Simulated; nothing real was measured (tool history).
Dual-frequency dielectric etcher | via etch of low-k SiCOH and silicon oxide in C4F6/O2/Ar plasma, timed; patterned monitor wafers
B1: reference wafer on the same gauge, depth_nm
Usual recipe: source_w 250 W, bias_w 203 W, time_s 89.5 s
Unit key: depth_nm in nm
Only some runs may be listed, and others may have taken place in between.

Run 1, hour 0.0: usual settings but time_s 98.0 s; B1 176.3. Result: depth_nm 217.6 nm.
Run 2, hour 0.3: usual settings; B1 176.0. Result: depth_nm 201.2 nm.
Run 3, hour 0.7: usual settings; B1 176.0. Result: depth_nm 201.0 nm.
Run 4, hour 14.4: usual settings; B1 175.9. Result: depth_nm 199.5 nm.
Run 5, hour 23.8: usual settings; B1 176.1. Result: depth_nm 199.8 nm.
At hour 38.9: gauge calibrated.
Run 6, hour 55.5: usual settings but source_w 230 W, time_s 102.5 s; B1 176.1. Result: depth_nm 221.6 nm.
Run 7, hour 72.4: usual settings but source_w 280 W, bias_w 159 W, time_s 72.5 s; B1 175.9. Result: depth_nm 159.7 nm.
At hour 101.0: wet clean of the chamber.
At hour 101.6: bias power generator calibrated.
Run 8, hour 102.1: usual settings; B1 176.1. Result: depth_nm 191.6 nm.
Run 9, hour 102.5: usual settings but source_w 230 W, bias_w 251 W, time_s 102.5 s; B1 175.9. Result: depth_nm 225.9 nm.
Run 10, hour 128.9: usual settings but source_w 270 W, bias_w 163 W, time_s 74.0 s; B1 175.6. Result: depth_nm 155.0 nm.
Run 11, hour 143.3: usual settings but source_w 310 W, bias_w 187 W, time_s 65.5 s; B1 176.5. Result: depth_nm 146.2 nm.
Run 12, hour 154.3: usual settings but source_w 270 W, bias_w 180 W; B1 175.8. Result: depth_nm 191.2 nm.
Run 13, hour 160.9: usual settings; B1 175.9. Result: depth_nm 191.9 nm.
Run 14, hour 176.9: usual settings but source_w 280 W, bias_w 177 W; B1 175.7. Result: depth_nm 192.0 nm.
At hour 202.6: wet clean of the chamber, repeated, since the last time left the tool worse.
Run 15, hour 203.1: usual settings but source_w 220 W, bias_w 156 W; B1 176.2. Result: depth_nm 185.2 nm.
Run 16, hour 203.5: usual settings but source_w 230 W, time_s 64.0 s; B1 176.3. Result: depth_nm 141.9 nm.
Run 17, hour 204.7: usual settings; B1 176.5. Result: depth_nm 203.2 nm.
Run 18, hour 218.4: usual settings but source_w 210 W, time_s 111.5 s; B1 175.7. Result: depth_nm 243.8 nm.
Run 19, hour 234.5: usual settings but time_s 81.5 s; B1 175.8. Result: depth_nm 185.0 nm.
Run 20, hour 248.6: usual settings but bias_w 252 W; B1 175.9. Result: depth_nm 214.1 nm.
Run 21, hour 263.2: usual settings but source_w 270 W; B1 175.9. Result: depth_nm 207.4 nm.
Run 22, hour 274.6: usual settings; B1 176.7. Result: depth_nm 202.1 nm.
Run 23, hour 284.4: usual settings but source_w 300 W, bias_w 182 W; B1 175.9. Result: depth_nm 210.5 nm.
Run 24, hour 295.5: usual settings but bias_w 171 W; B1 176.0. Result: depth_nm 193.5 nm.
Run 25, hour 301.9: usual settings but source_w 210 W; B1 175.9. Result: depth_nm 191.1 nm.
Run 26, hour 314.0: usual settings but source_w 300 W, bias_w 229 W, time_s 101.5 s; B1 176.2. Result: depth_nm 251.0 nm.
Run 27, hour 323.4: usual settings but time_s 110.0 s; B1 176.3. Result: depth_nm 251.7 nm.
Run 28, hour 333.3: usual settings but source_w 270 W, bias_w 239 W; B1 175.8. Result: depth_nm 212.8 nm.
Run 29, hour 346.2: usual settings but time_s 78.5 s; B1 175.9. Result: depth_nm 175.8 nm.

Consider 5 possible next runs. They are alternatives, not a sequence: every one starts from the tool as it was left by run 29. What does each give?
Run A, hour 346.6: usual settings; B1 ?. Result: depth_nm ?.
Run B, hour 346.6: usual settings but source_w 290 W, bias_w 181 W, time_s 100.5 s; B1 ?. Result: depth_nm ?.
Run C, hour 346.6: usual settings but bias_w 245 W, time_s 103.0 s; B1 ?. Result: depth_nm ?.
Run D, hour 346.6: usual settings but source_w 290 W, bias_w 220 W, time_s 78.5 s; B1 ?. Result: depth_nm ?.
Run E, hour 346.6: usual settings but source_w 270 W, bias_w 156 W, time_s 64.0 s; B1 ?. Result: depth_nm ?.

run     B1  depth_nm
  A  175.9     203.7
  B  175.9     233.9
  C  175.9     244.8
  D  175.9     190.6
  E  175.9     141.3
Without the tool's unlogged condition, the same runs would have read:
run  depth_nm
  A     206.4
  B     237.0
  C     248.1
  D     193.2
  E     143.2

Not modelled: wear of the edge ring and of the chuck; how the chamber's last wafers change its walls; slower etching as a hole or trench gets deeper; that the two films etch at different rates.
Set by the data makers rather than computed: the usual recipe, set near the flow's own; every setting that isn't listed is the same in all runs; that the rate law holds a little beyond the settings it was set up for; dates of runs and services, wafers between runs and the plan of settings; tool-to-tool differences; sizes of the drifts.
